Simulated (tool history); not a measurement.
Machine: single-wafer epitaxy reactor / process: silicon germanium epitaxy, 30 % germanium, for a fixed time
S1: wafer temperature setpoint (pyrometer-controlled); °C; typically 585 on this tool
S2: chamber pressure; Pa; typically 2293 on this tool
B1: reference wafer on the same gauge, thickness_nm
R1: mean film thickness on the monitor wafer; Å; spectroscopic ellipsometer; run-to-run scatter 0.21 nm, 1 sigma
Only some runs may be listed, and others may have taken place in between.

{"run": 1, "day": 0.0, "S1": 585, "S2": 2293, "B1": 37.372, "R1": 430.97}
{"run": 2, "day": 3.008, "S1": 585, "S2": 2293, "B1": 37.433, "R1": 429.83}
{"run": 3, "day": 5.3, "S1": 585, "S2": 2293, "B1": 37.386, "R1": 430.67}
{"run": 4, "day": 7.017, "S1": 593, "S2": 2293, "B1": 37.361, "R1": 495.92}
{"run": 5, "day": 9.421, "S1": 593, "S2": 2293, "B1": 37.414, "R1": 490.31}
{"run": 6, "day": 11.458, "S1": 585, "S2": 2293, "B1": 37.402, "R1": 430.84}
{"run": 7, "day": 12.554, "S1": 585, "S2": 2293, "B1": 37.364, "R1": 431.72}
{"day": 14.462, "done": "showerhead replaced, of another model than before"}
{"run": 8, "day": 14.888, "S1": 585, "S2": 2293, "B1": 37.396, "R1": 432.9}
{"run": 9, "day": 15.917, "S1": 585, "S2": 1907, "B1": 37.368, "R1": 425.07}
{"day": 16.108, "done": "gauge calibrated"}
{"day": 16.542, "done": "pyrometer calibrated"}
{"run": 10, "day": 18.821, "S1": 578, "S2": 2293, "B1": 37.39, "R1": 346.21}
{"run": 11, "day": 21.062, "S1": 594, "S2": 2013, "B1": 37.411, "R1": 446.7}
{"run": 12, "day": 23.542, "S1": 585, "S2": 1760, "B1": 37.389, "R1": 386.23}
{"day": 26.104, "done": "capacitance manometer re-zeroed and calibrated"}
{"run": 13, "day": 26.529, "S1": 585, "S2": 2293, "B1": 37.346, "R1": 394.01}
{"run": 14, "day": 28.496, "S1": 585, "S2": 2293, "B1": 37.403, "R1": 401.15}
{"run": 15, "day": 30.196, "S1": 581, "S2": 2493, "B1": 37.356, "R1": 376.81}
{"run": 16, "day": 31.262, "S1": 576, "S2": 2293, "B1": 37.459, "R1": 345.08}
{"run": 17, "day": 33.771, "S1": 585, "S2": 2813, "B1": 37.4, "R1": 412.71}
{"run": 18, "day": 35.733, "S1": 571, "S2": 2293, "B1": 37.403, "R1": 316.28}
{"run": 19, "day": 38.088, "S1": 585, "S2": 2293, "B1": 37.463, "R1": 411.24}

4 options for the next run, each taken on its own from the tool as it stands now. Forecast them:
{"run": "A", "day": 38.104, "S1": 585, "S2": 2293, "B1": "?", "R1": "?"}
{"run": "B", "day": 38.104, "S1": 596, "S2": 1787, "B1": "?", "R1": "?"}
{"run": "C", "day": 38.104, "S1": 575, "S2": 2293, "B1": "?", "R1": "?"}
{"run": "D", "day": 38.104, "S1": 585, "S2": 2760, "B1": "?", "R1": "?"}

run=A B1=37.473 R1=410.26
run=B B1=37.473 R1=479.23
run=C B1=37.473 R1=346.37
run=D B1=37.473 R1=419.88
Stripped of hidden state, with their random variation kept, the same runs would have yielded:
run=A R1=397.27
run=B R1=464.40
run=C R1=335.19
run=D R1=406.60
